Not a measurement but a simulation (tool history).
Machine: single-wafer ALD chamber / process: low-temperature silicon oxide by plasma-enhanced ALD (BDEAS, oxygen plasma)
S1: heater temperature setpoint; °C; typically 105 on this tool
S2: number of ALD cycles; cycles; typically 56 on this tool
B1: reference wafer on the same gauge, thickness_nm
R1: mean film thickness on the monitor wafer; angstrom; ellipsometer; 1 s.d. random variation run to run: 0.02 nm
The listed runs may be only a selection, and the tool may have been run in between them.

{"run": 1, "hour": 0.0, "S1": 112, "S2": 56, "B1": 9.208, "R1": 77.01}
{"run": 2, "hour": 26.7, "S1": 112, "S2": 56, "B1": 9.206, "R1": 77.08}
{"run": 3, "hour": 62.4, "S1": 112, "S2": 56, "B1": 9.205, "R1": 76.62}
{"run": 4, "hour": 89.8, "S1": 105, "S2": 56, "B1": 9.205, "R1": 78.1}
{"run": 5, "hour": 108.0, "S1": 105, "S2": 58, "B1": 9.213, "R1": 80.98}
{"run": 6, "hour": 129.5, "S1": 105, "S2": 63, "B1": 9.211, "R1": 87.86}
{"run": 7, "hour": 141.7, "S1": 105, "S2": 56, "B1": 9.207, "R1": 78.34}
{"run": 8, "hour": 163.2, "S1": 105, "S2": 56, "B1": 9.21, "R1": 78.35}
{"run": 9, "hour": 193.8, "S1": 105, "S2": 56, "B1": 9.213, "R1": 78.18}
{"run": 10, "hour": 213.6, "S1": 105, "S2": 56, "B1": 9.206, "R1": 78.57}
{"run": 11, "hour": 236.2, "S1": 105, "S2": 56, "B1": 9.218, "R1": 78.2}
{"run": 12, "hour": 254.5, "S1": 105, "S2": 56, "B1": 9.214, "R1": 78.31}
{"run": 13, "hour": 276.1, "S1": 105, "S2": 56, "B1": 9.215, "R1": 78.33}
{"run": 14, "hour": 303.5, "S1": 105, "S2": 56, "B1": 9.204, "R1": 78.08}
{"run": 15, "hour": 317.0, "S1": 105, "S2": 56, "B1": 9.211, "R1": 78.31}
{"run": 16, "hour": 337.3, "S1": 105, "S2": 56, "B1": 9.199, "R1": 78.22}
{"run": 17, "hour": 366.9, "S1": 95, "S2": 48, "B1": 9.205, "R1": 69.15}
{"run": 18, "hour": 401.5, "S1": 105, "S2": 59, "B1": 9.21, "R1": 82.74}
{"run": 19, "hour": 428.6, "S1": 105, "S2": 59, "B1": 9.207, "R1": 82.4}
{"run": 20, "hour": 455.9, "S1": 105, "S2": 59, "B1": 9.21, "R1": 82.86}
{"run": 21, "hour": 478.4, "S1": 105, "S2": 56, "B1": 9.222, "R1": 77.83}
{"run": 22, "hour": 498.8, "S1": 105, "S2": 56, "B1": 9.214, "R1": 78.36}
{"run": 23, "hour": 532.1, "S1": 105, "S2": 51, "B1": 9.217, "R1": 71.05}
{"run": 24, "hour": 545.6, "S1": 97, "S2": 52, "B1": 9.203, "R1": 74.5}
{"run": 25, "hour": 573.1, "S1": 105, "S2": 56, "B1": 9.2, "R1": 78.23}
{"run": 26, "hour": 607.6, "S1": 94, "S2": 49, "B1": 9.207, "R1": 70.64}
{"run": 27, "hour": 625.7, "S1": 109, "S2": 49, "B1": 9.214, "R1": 67.91}
{"run": 28, "hour": 659.1, "S1": 112, "S2": 56, "B1": 9.211, "R1": 77.37}
{"run": 29, "hour": 671.3, "S1": 97, "S2": 56, "B1": 9.211, "R1": 79.93}
{"run": 30, "hour": 696.5, "S1": 98, "S2": 59, "B1": 9.208, "R1": 83.87}
{"run": 31, "hour": 728.4, "S1": 105, "S2": 56, "B1": 9.211, "R1": 78.07}
{"run": 32, "hour": 744.7, "S1": 92, "S2": 67, "B1": 9.212, "R1": 97.6}
{"run": 33, "hour": 766.1, "S1": 105, "S2": 56, "B1": 9.206, "R1": 78.4}
{"run": 34, "hour": 796.4, "S1": 98, "S2": 56, "B1": 9.211, "R1": 79.44}
{"run": 35, "hour": 828.0, "S1": 100, "S2": 46, "B1": 9.215, "R1": 64.92}
{"run": 36, "hour": 854.7, "S1": 105, "S2": 66, "B1": 9.204, "R1": 92.13}
{"run": 37, "hour": 884.5, "S1": 110, "S2": 47, "B1": 9.21, "R1": 65.03}
{"run": 38, "hour": 903.0, "S1": 91, "S2": 61, "B1": 9.209, "R1": 89.35}
{"run": 39, "hour": 936.4, "S1": 100, "S2": 48, "B1": 9.217, "R1": 67.72}
{"run": 40, "hour": 955.7, "S1": 93, "S2": 49, "B1": 9.206, "R1": 71.29}
{"run": 41, "hour": 988.1, "S1": 118, "S2": 48, "B1": 9.207, "R1": 65.27}
{"run": 42, "hour": 1004.4, "S1": 100, "S2": 46, "B1": 9.214, "R1": 64.96}
{"run": 43, "hour": 1030.7, "S1": 120, "S2": 49, "B1": 9.212, "R1": 66.56}
{"run": 44, "hour": 1048.2, "S1": 112, "S2": 52, "B1": 9.212, "R1": 71.55}

Removed from this log: 3 entries logged between the listed runs. Between which two listed runs does each belong, and how does the tool's hidden state at the listed run before it compare with that at the listed run after it?
In the gap between runs 1 and 2: gauge calibrated (hour 12.6)
  no hidden state differs between the two runs
In the gap between runs 26 and 27: thermocouple changed; heater temperature recalibrated (hour 618.1)
  no hidden state differs between the two runs
In the gap between runs 27 and 28: gauge calibrated (hour 629.8)
  no hidden state differs between the two runs

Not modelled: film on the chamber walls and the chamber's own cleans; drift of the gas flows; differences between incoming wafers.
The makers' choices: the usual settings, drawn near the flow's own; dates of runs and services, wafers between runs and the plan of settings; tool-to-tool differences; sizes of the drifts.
